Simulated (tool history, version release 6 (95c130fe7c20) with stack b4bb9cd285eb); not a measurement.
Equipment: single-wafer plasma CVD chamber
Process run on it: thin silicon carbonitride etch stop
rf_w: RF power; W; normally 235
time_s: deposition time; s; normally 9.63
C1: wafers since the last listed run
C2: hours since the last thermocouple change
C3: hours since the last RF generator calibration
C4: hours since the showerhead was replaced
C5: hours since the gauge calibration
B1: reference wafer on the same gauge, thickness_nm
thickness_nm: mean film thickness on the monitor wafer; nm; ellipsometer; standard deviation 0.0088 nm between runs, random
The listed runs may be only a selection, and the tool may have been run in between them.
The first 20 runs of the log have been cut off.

Run 21, hour 326.9: usual settings but rf_w 275 W, time_s 8.73 s; C1 166; C2 117.5; C3 110.3; C4 98.2; C5 108.1; B1 6.938. Result: thickness_nm 5.547 nm.
Run 22, hour 344.0: usual settings; C1 452; C2 134.6; C3 127.4; C4 115.3; C5 125.2; B1 6.933. Result: thickness_nm 5.843 nm.
Run 23, hour 360.4: usual settings but time_s 10.27 s; C1 434; C2 151.0; C3 143.8; C4 131.7; C5 141.6; B1 6.944. Result: thickness_nm 6.209 nm.
Run 24, hour 367.0: usual settings but rf_w 190 W, time_s 9.12 s; C1 174; C2 157.6; C3 150.4; C4 138.3; C5 148.2; B1 6.940. Result: thickness_nm 5.145 nm.
Run 25, hour 375.1: usual settings; C1 214; C2 165.7; C3 158.5; C4 146.4; C5 156.3; B1 6.938. Result: thickness_nm 5.828 nm.
Run 26, hour 387.0: usual settings; C1 315; C2 177.6; C3 170.4; C4 158.3; C5 168.2; B1 6.939. Result: thickness_nm 5.815 nm.
Run 27, hour 395.5: usual settings but rf_w 270 W, time_s 7.96 s; C1 225; C2 186.1; C3 178.9; C4 166.8; C5 176.7; B1 6.933. Result: thickness_nm 5.031 nm.
Run 28, hour 425.9: usual settings but rf_w 195 W, time_s 10.19 s; C1 804; C2 216.5; C3 209.3; C4 197.2; C5 207.1; B1 6.942. Result: thickness_nm 5.779 nm.
Run 29, hour 440.7: usual settings but time_s 8.22 s; C1 391; C2 231.3; C3 224.1; C4 212.0; C5 221.9; B1 6.942. Result: thickness_nm 4.962 nm.
Run 30, hour 451.7: usual settings but rf_w 205 W, time_s 10.96 s; C1 291; C2 242.3; C3 235.1; C4 223.0; C5 232.9; B1 6.943. Result: thickness_nm 6.323 nm.
Run 31, hour 463.8: usual settings but rf_w 220 W; C1 320; C2 254.4; C3 247.2; C4 235.1; C5 245.0; B1 6.943. Result: thickness_nm 5.679 nm.
Run 32, hour 478.5: usual settings but rf_w 210 W; C1 389; C2 269.1; C3 261.9; C4 249.8; C5 259.7; B1 6.944. Result: thickness_nm 5.587 nm.
Run 33, hour 494.0: usual settings; C1 410; C2 284.6; C3 277.4; C4 265.3; C5 275.2; B1 6.938. Result: thickness_nm 5.804 nm.
Run 34, hour 503.9: usual settings but rf_w 255 W, time_s 7.94 s; C1 262; C2 294.5; C3 287.3; C4 275.2; C5 285.1; B1 6.936. Result: thickness_nm 4.911 nm.
Run 35, hour 520.5: usual settings but rf_w 255 W, time_s 11.37 s; C1 439; C2 311.1; C3 303.9; C4 291.8; C5 301.7; B1 6.940. Result: thickness_nm 7.038 nm.

Consider 5 possible next runs. They are alternatives, not a sequence: every one starts from the tool as it was left by run 35. What does each give?
Run A, hour 520.9: usual settings but rf_w 275 W; C1 10; C2 311.5; C3 304.3; C4 292.2; C5 302.1; B1 ?. Result: thickness_nm ?.
Run B, hour 520.9: usual settings but rf_w 195 W; C1 10; C2 311.5; C3 304.3; C4 292.2; C5 302.1; B1 ?. Result: thickness_nm ?.
Run C, hour 520.9: usual settings but rf_w 275 W, time_s 10.44 s; C1 10; C2 311.5; C3 304.3; C4 292.2; C5 302.1; B1 ?. Result: thickness_nm ?.
Run D, hour 520.9: usual settings but rf_w 190 W, time_s 7.72 s; C1 10; C2 311.5; C3 304.3; C4 292.2; C5 302.1; B1 ?. Result: thickness_nm ?.
Run E, hour 520.9: usual settings but rf_w 250 W, time_s 8.51 s; C1 10; C2 311.5; C3 304.3; C4 292.2; C5 302.1; B1 ?. Result: thickness_nm ?.

run     B1  thickness_nm
  A  6.937         6.122
  B  6.937         5.463
  C  6.937         6.636
  D  6.937         4.341
  E  6.937         5.244
Without the tool's unlogged condition, the same runs would have read:
run  thickness_nm
  A         6.190
  B         5.524
  C         6.710
  D         4.389
  E         5.302

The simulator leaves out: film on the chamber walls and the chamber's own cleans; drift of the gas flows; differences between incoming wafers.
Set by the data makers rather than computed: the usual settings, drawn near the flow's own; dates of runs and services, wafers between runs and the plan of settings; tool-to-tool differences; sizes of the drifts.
